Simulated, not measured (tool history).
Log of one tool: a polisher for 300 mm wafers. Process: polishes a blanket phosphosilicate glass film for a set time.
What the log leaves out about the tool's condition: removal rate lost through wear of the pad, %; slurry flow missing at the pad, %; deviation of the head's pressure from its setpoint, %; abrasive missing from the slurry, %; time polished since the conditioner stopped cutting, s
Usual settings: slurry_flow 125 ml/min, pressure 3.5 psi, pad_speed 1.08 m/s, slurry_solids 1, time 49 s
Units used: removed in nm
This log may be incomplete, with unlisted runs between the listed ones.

| run | hour | slurry_flow | pressure | pad_speed | slurry_solids | time | wafers since the last listed run | wafers polished on this pad | hours since the slurry nozzle was cleaned | hours since the head pressure was calibrated | hours since the slurry blender was calibrated | hours since the conditioning disc was replaced | incoming thickness of the incoming film, nm | removed |
|---|---|---|---|---|---|---|---|---|---|---|---|---|---|---|
| 1 | 0 | 125 | 3.5 | 1.08 | 1 | 49 | 0 | 1662 | 443.9 | 326 | 364.5 | 412.8 | 3463.1 | 498.1 |
|  | 11.8 | slurry nozzle cleaned |
| 2 | 44.8 | 125 | 3.5 | 1.08 | 1 | 49 | 286 | 1948 | 33 | 370.8 | 409.3 | 457.6 | 3430.2 | 509.8 |
|  | 59.3 | conditioning disc replaced and pad reconditioned |
| 3 | 92.3 | 125 | 3.5 | 1.08 | 1 | 49 | 297 | 2245 | 80.5 | 418.3 | 456.8 | 33 | 3373.2 | 571.2 |
|  | 117 | slurry blender recalibrated |
|  | 124.8 | worn pad replaced by a new one |
| 4 | 158.3 | 125 | 3.5 | 1.08 | 1 | 49 | 391 | 218 | 146.5 | 484.3 | 41.3 | 99 | 3376.7 | 557.3 |
| 5 | 208.2 | 125 | 3.5 | 1.08 | 1 | 49 | 325 | 544 | 196.4 | 534.2 | 91.2 | 148.9 | 3479.1 | 557.9 |
| 6 | 296.5 | 125 | 3.5 | 1.08 | 1 | 49 | 576 | 1121 | 284.7 | 622.5 | 179.5 | 237.2 | 3480.8 | 532.9 |
| 7 | 356 | 125 | 3.5 | 1.08 | 1 | 49 | 388 | 1510 | 344.2 | 682 | 239 | 296.7 | 3455.1 | 526 |
|  | 381.7 | head pressure recalibrated |
|  | 427.2 | slurry nozzle cleaned |
| 8 | 427.7 | 125 | 3.5 | 1.08 | 1 | 49 | 448 | 1958 | 0.5 | 46 | 310.7 | 368.4 | 3427.3 | 516.3 |
|  | 447.4 | conditioning disc replaced and pad reconditioned |
| 9 | 523 | 125 | 3.5 | 1.08 | 1 | 49 | 609 | 2568 | 95.8 | 141.3 | 406 | 75.6 | 3387.8 | 564.7 |
| 10 | 566.2 | 135 | 3.5 | 1.08 | 1 | 49 | 282 | 2850 | 139 | 184.5 | 449.2 | 118.8 | 3366.8 | 576.6 |
|  | 610.7 | worn pad replaced by a new one |
|  | 627.6 | slurry blender recalibrated |
| 11 | 663.1 | 135 | 3.5 | 1.08 | 1 | 49 | 593 | 328 | 235.9 | 281.4 | 35.5 | 215.7 | 3491.3 | 547.3 |
| 12 | 708.5 | 125 | 3.5 | 1.08 | 1 | 49 | 296 | 625 | 281.3 | 326.8 | 80.9 | 261.1 | 3487.3 | 540.1 |
| 13 | 785.2 | 125 | 3.5 | 1.08 | 1 | 49 | 500 | 1126 | 358 | 403.5 | 157.6 | 337.8 | 3438.5 | 524.2 |
|  | 827.9 | slurry nozzle cleaned |
| 14 | 892.8 | 155 | 3.5 | 1.08 | 1 | 66 | 696 | 1822 | 64.9 | 511.1 | 265.2 | 445.4 | 3387.4 | 724.8 |
|  | 947.7 | conditioning disc replaced and pad reconditioned |
| 15 | 949.4 | 105 | 3.5 | 1.08 | 1 | 49 | 356 | 2179 | 121.5 | 567.7 | 321.8 | 1.7 | 3505.3 | 559.5 |
|  | 1079.7 | head pressure recalibrated |
|  | 1086.9 | worn pad replaced by a new one |
|  | 1087.9 | slurry blender recalibrated |
| 16 | 1223.6 | 85 | 3.5 | 1.08 | 1 | 49 | 1745 | 886 | 395.7 | 143.9 | 135.7 | 275.9 | 3422.8 | 497.7 |
|  | 1242.7 | slurry nozzle cleaned |
| 17 | 1317.6 | 125 | 2.9 | 0.92 | 1 | 49 | 607 | 1493 | 74.9 | 237.9 | 229.7 | 369.9 | 3408.2 | 411.6 |

Expected results for the next run?
|  | 1358.7 | conditioning disc replaced and pad reconditioned |
| 18 | 1405.3 | 125 | 3.5 | 1.08 | 1 | 49 | 559 | 2053 | 162.6 | 325.6 | 317.4 | 46.6 | 3412 | ? |

{"run 18": {"removed": 589.7}}
Take away the tool's hidden state, keep the run-to-run variation as it was, and the same run would have given removed 602.3 nm.
